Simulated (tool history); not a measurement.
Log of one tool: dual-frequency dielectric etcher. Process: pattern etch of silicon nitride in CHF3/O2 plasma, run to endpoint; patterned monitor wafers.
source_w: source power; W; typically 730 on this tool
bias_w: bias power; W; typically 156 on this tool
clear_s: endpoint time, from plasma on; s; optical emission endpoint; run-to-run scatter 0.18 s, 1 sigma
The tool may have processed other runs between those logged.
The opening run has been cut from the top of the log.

| run | hour | source_w | bias_w | incoming incoming film thickness, nm | clear_s |
|---|---|---|---|---|---|
| 2 | 45.5 | 730 | 156 | 77.3 | 52.3 |
| 3 | 130.2 | 730 | 156 | 77.3 | 52.4 |
|  | 160.1 | wet clean of the chamber |
| 4 | 190.3 | 730 | 156 | 77.6 | 51.9 |
| 5 | 287.6 | 730 | 156 | 77 | 51.4 |
| 6 | 328.1 | 730 | 156 | 77.5 | 52 |
| 7 | 414.6 | 730 | 184 | 77 | 49.6 |
| 8 | 516.5 | 730 | 184 | 76.9 | 49.7 |
| 9 | 580.9 | 730 | 184 | 77 | 50.1 |
| 10 | 664.7 | 770 | 156 | 77.4 | 51.4 |
|  | 737.9 | wet clean of the chamber |
| 11 | 772 | 770 | 156 | 76.3 | 49.7 |
|  | 803.6 | source power generator calibrated |
|  | 829 | bias power generator calibrated |
| 12 | 856.4 | 850 | 172 | 76.7 | 47.5 |
|  | 956.2 | upper electrode replaced |
| 13 | 956.7 | 850 | 172 | 76.9 | 47.9 |
| 14 | 1004.5 | 730 | 156 | 76.7 | 51.4 |
| 15 | 1082.1 | 730 | 156 | 76.9 | 52 |
| 16 | 1129.3 | 730 | 156 | 76.7 | 51.8 |
| 17 | 1188.9 | 610 | 193 | 77.7 | 53.1 |
| 18 | 1281.9 | 650 | 120 | 76.4 | 56.7 |

Run 19 has not been measured yet. What should we expect?
|  | 1352.2 | wet clean of the chamber |
| 19 | 1352.7 | 880 | 189 | 76.4 | ? |

{"run 19": {"clear_s": 45.6}}
Minus the tool's unlogged condition, the same run would have read clear_s 45.5 s.
